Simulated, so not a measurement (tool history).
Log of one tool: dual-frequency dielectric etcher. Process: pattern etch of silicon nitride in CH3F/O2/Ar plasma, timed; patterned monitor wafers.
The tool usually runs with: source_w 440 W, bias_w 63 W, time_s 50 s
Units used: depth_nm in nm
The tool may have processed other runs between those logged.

run    hour  source_w  bias_w  time_s  wafers since the last listed run  hours since the last wet clean  hours since the last source power generator calibration  hours since the last bias power generator calibration  hours since the last upper electrode change  hours since the gauge calibration  read-back reference wafer on the same gauge, depth_nm  depth_nm
  1       0       440      63      50                                 0                            71.5                                                   1792.2                                                   39.8                                       3277.6                             1922.6                                                  44.11     38.13
  2    33.4       440      63      50                               286                           104.9                                                   1825.6                                                   73.2                                         3311                               1956                                                  44.08      38.4
  3    70.2       440      63      50                               315                           141.7                                                   1862.4                                                    110                                       3347.8                             1992.8                                                  44.16     38.14
  4   114.1       440      63    58.5                               376                           185.6                                                   1906.3                                                  153.9                                       3391.7                             2036.7                                                  44.14     44.84
  5   180.1       440      63    58.5                               565                           251.6                                                   1972.3                                                  219.9                                       3457.7                             2102.7                                                  44.16     44.56
  6   204.6       440      63    58.5                               210                           276.1                                                   1996.8                                                  244.4                                       3482.2                             2127.2                                                  44.05     44.75
  7   241.4       440      55      50                               315                           312.9                                                   2033.6                                                  281.2                                         3519                               2164                                                  44.14     37.17
  8   274.4       440      55      50                               282                           345.9                                                   2066.6                                                  314.2                                         3552                               2197                                                  44.09     37.38
  9   301.8       440      55      50                               234                           373.3                                                     2094                                                  341.6                                       3579.4                             2224.4                                                  44.07      37.7
      351.5  -- source power generator calibrated
 10   367.9       440      63      50                               532                           439.4                                                     16.4                                                  407.7                                       3645.5                             2290.5                                                  44.09     38.42
      385.1  -- gauge calibrated
      431.8  -- wet clean of the chamber
 11   432.3       350      63      43                               346                             0.5                                                     80.8                                                  472.1                                       3709.9                               47.2                                                  44.12     30.51
 12   468.5       510      63      42                               310                            36.7                                                      117                                                  508.3                                       3746.1                               83.4                                                  44.12     34.15
 13   517.2       470      68      64                               417                            85.4                                                    165.7                                                    557                                       3794.8                              132.1                                                  44.11     51.18
 14   552.7       440      63      50                               304                           120.9                                                    201.2                                                  592.5                                       3830.3                              167.6                                                  44.07     38.19
 15   597.8       440      63      50                               386                             166                                                    246.3                                                  637.6                                       3875.4                              212.7                                                  44.11     38.43
 16   634.3       440      47      50                               312                           202.5                                                    282.8                                                  674.1                                       3911.9                              249.2                                                  44.04     36.42
      672.5  -- upper electrode replaced
 17     673       440      48    39.5                               126                           241.2                                                    321.5                                                  712.8                                          0.5                              287.9                                                  44.09     28.83
 18     737       390      47    64.5                               548                           305.2                                                    385.5                                                  776.8                                         64.5                              351.9                                                  44.12     44.89
 19   808.7       330      63    62.5                               614                           376.9                                                    457.2                                                  848.5                                        136.2                              423.6                                                  44.09      43.2
 20     852       540      63      50                               371                           420.2                                                    500.5                                                  891.8                                        179.5                              466.9                                                   44.1     41.58
 21   878.8       520      76      39                               229                             447                                                    527.3                                                  918.6                                        206.3                              493.7                                                  44.11     32.72
 22   912.9       370      68      41                               292                           481.1                                                    561.4                                                  952.7                                        240.4                              527.8                                                  44.11     29.84
        987  -- wet clean of the chamber
 23   987.5       440      63      50                               433                             0.5                                                      636                                                 1027.3                                          315                              602.4                                                  44.04     38.28
 24  1002.4       440      63      50                               127                            15.4                                                    650.9                                                 1042.2                                        329.9                              617.3                                                  44.09     38.42
 25    1064       340      73    39.5                               528                              77                                                    712.5                                                 1103.8                                        391.5                              678.9                                                  44.07     28.65
 26    1131       440      63      50                               574                             144                                                    779.5                                                 1170.8                                        458.5                              745.9                                                  44.11     38.28
 27  1162.2       440      48    39.5                               267                           175.2                                                    810.7                                                   1202                                        489.7                              777.1                                                  44.12     28.72
 28  1197.7       440      76      50                               304                           210.7                                                    846.2                                                 1237.5                                        525.2                              812.6                                                  44.11     39.75
 29  1244.3       410      52      50                               399                           257.3                                                    892.8                                                 1284.1                                        571.8                              859.2                                                  44.09     36.04
 30  1304.9       490      77    63.5                               519                           317.9                                                    953.4                                                 1344.7                                        632.4                              919.8                                                  44.12     52.56
 31  1370.9       480      71      42                               565                           383.9                                                   1019.4                                                 1410.7                                        698.4                              985.8                                                  44.06     33.96

What the log doesn't show, run by run:
etch rate over this chamber's usual, %: 0 on each run
source power that arrives over what is set, %: 0 on each run
bias power that arrives over what is set, %: 0 on each run
gauge reads high (%): 0 on each run

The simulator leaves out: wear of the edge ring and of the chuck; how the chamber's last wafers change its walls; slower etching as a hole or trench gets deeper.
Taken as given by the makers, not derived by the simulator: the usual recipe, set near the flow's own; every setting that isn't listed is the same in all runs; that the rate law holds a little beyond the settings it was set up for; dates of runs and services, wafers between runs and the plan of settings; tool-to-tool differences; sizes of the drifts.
